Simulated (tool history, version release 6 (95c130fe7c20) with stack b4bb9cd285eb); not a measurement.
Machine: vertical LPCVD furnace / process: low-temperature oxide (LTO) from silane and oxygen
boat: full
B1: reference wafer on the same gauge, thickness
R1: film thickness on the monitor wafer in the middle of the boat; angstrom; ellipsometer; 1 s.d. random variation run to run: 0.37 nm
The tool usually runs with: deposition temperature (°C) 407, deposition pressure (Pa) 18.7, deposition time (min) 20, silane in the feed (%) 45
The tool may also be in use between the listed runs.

{"run": 1, "hour": 0.0, "deposition temperature (°C)": 407, "deposition pressure (Pa)": 18.7, "deposition time (min)": 20, "silane in the feed (%)": 45, "B1": 125.01, "R1": 1424.6}
{"run": 2, "hour": 145.1, "deposition temperature (°C)": 407, "deposition pressure (Pa)": 18.7, "deposition time (min)": 20, "silane in the feed (%)": 45, "B1": 124.98, "R1": 1428.3}
{"run": 3, "hour": 184.1, "deposition temperature (°C)": 407, "deposition pressure (Pa)": 18.7, "deposition time (min)": 15, "silane in the feed (%)": 45, "B1": 125, "R1": 1067.8}
{"run": 4, "hour": 230.4, "deposition temperature (°C)": 407, "deposition pressure (Pa)": 18.7, "deposition time (min)": 15, "silane in the feed (%)": 45, "B1": 125.01, "R1": 1067.2}
{"run": 5, "hour": 257.3, "deposition temperature (°C)": 407, "deposition pressure (Pa)": 18.7, "deposition time (min)": 15, "silane in the feed (%)": 45, "B1": 125.05, "R1": 1068.4}
{"run": 6, "hour": 314.1, "deposition temperature (°C)": 407, "deposition pressure (Pa)": 18.7, "deposition time (min)": 15.5, "silane in the feed (%)": 45, "B1": 124.9, "R1": 1104.9}
{"hour": 316.0, "done": "gauge calibrated"}
{"hour": 344.1, "done": "thermocouples replaced and temperature profile calibrated"}
{"run": 7, "hour": 383.9, "deposition temperature (°C)": 398, "deposition pressure (Pa)": 18.7, "deposition time (min)": 20, "silane in the feed (%)": 41, "B1": 125.13, "R1": 1163.1}
{"run": 8, "hour": 446.4, "deposition temperature (°C)": 398, "deposition pressure (Pa)": 18.7, "deposition time (min)": 20, "silane in the feed (%)": 41, "B1": 125.09, "R1": 1163.6}
{"run": 9, "hour": 487.6, "deposition temperature (°C)": 407, "deposition pressure (Pa)": 18.7, "deposition time (min)": 26.5, "silane in the feed (%)": 50, "B1": 124.9, "R1": 2057.8}
{"run": 10, "hour": 539.0, "deposition temperature (°C)": 407, "deposition pressure (Pa)": 18.7, "deposition time (min)": 15, "silane in the feed (%)": 45, "B1": 124.96, "R1": 1059.1}
{"hour": 616.0, "done": "silane flow controller replaced"}
{"run": 11, "hour": 647.7, "deposition temperature (°C)": 414, "deposition pressure (Pa)": 18.7, "deposition time (min)": 25.5, "silane in the feed (%)": 48, "B1": 124.93, "R1": 2045.8}
{"run": 12, "hour": 694.4, "deposition temperature (°C)": 417, "deposition pressure (Pa)": 17.3, "deposition time (min)": 20, "silane in the feed (%)": 36, "B1": 125, "R1": 1126.6}
{"hour": 755.7, "done": "pressure gauge zeroed"}
{"run": 13, "hour": 756.2, "deposition temperature (°C)": 407, "deposition pressure (Pa)": 18.7, "deposition time (min)": 23.5, "silane in the feed (%)": 49, "B1": 124.89, "R1": 1881.4}
{"run": 14, "hour": 798.8, "deposition temperature (°C)": 414, "deposition pressure (Pa)": 21.3, "deposition time (min)": 24.5, "silane in the feed (%)": 50, "B1": 125.09, "R1": 2440.4}
{"run": 15, "hour": 866.9, "deposition temperature (°C)": 397, "deposition pressure (Pa)": 18.7, "deposition time (min)": 25.5, "silane in the feed (%)": 45, "B1": 125.11, "R1": 1698.2}
{"hour": 889.1, "done": "gauge calibrated"}
{"run": 16, "hour": 916.2, "deposition temperature (°C)": 404, "deposition pressure (Pa)": 22, "deposition time (min)": 12, "silane in the feed (%)": 45, "B1": 124.9, "R1": 1012.6}
{"run": 17, "hour": 957.4, "deposition temperature (°C)": 404, "deposition pressure (Pa)": 18.7, "deposition time (min)": 20, "silane in the feed (%)": 49, "B1": 124.98, "R1": 1554.5}

For some of the steps in R1 from one run to the next: how much would appear even if the tool had no hidden state, given the settings, what came in and random variation, and how much remains for the hidden state plus any gauge scatter that the measured result and the result without hidden state don't share?
Hidden state present: true tube temperature minus thermocouple reading, K; true pressure minus gauge reading, mTorr; deviation of the silane flow from its setpoint, %; gauge reads high (%).
Run 9 -> 10: deposition time (min) 26.5 -> 15, silane in the feed (%) 50 -> 45. R1 -998.7 angstrom: hidden state +36, all else -1034.7.
Run 12 -> 13: deposition temperature (°C) 417 -> 407, deposition pressure (Pa) 17.3 -> 18.7, deposition time (min) 20 -> 23.5, silane in the feed (%) 36 -> 49, pressure gauge zeroed. R1 +754.8 angstrom: hidden state +68.4, all else +686.4.
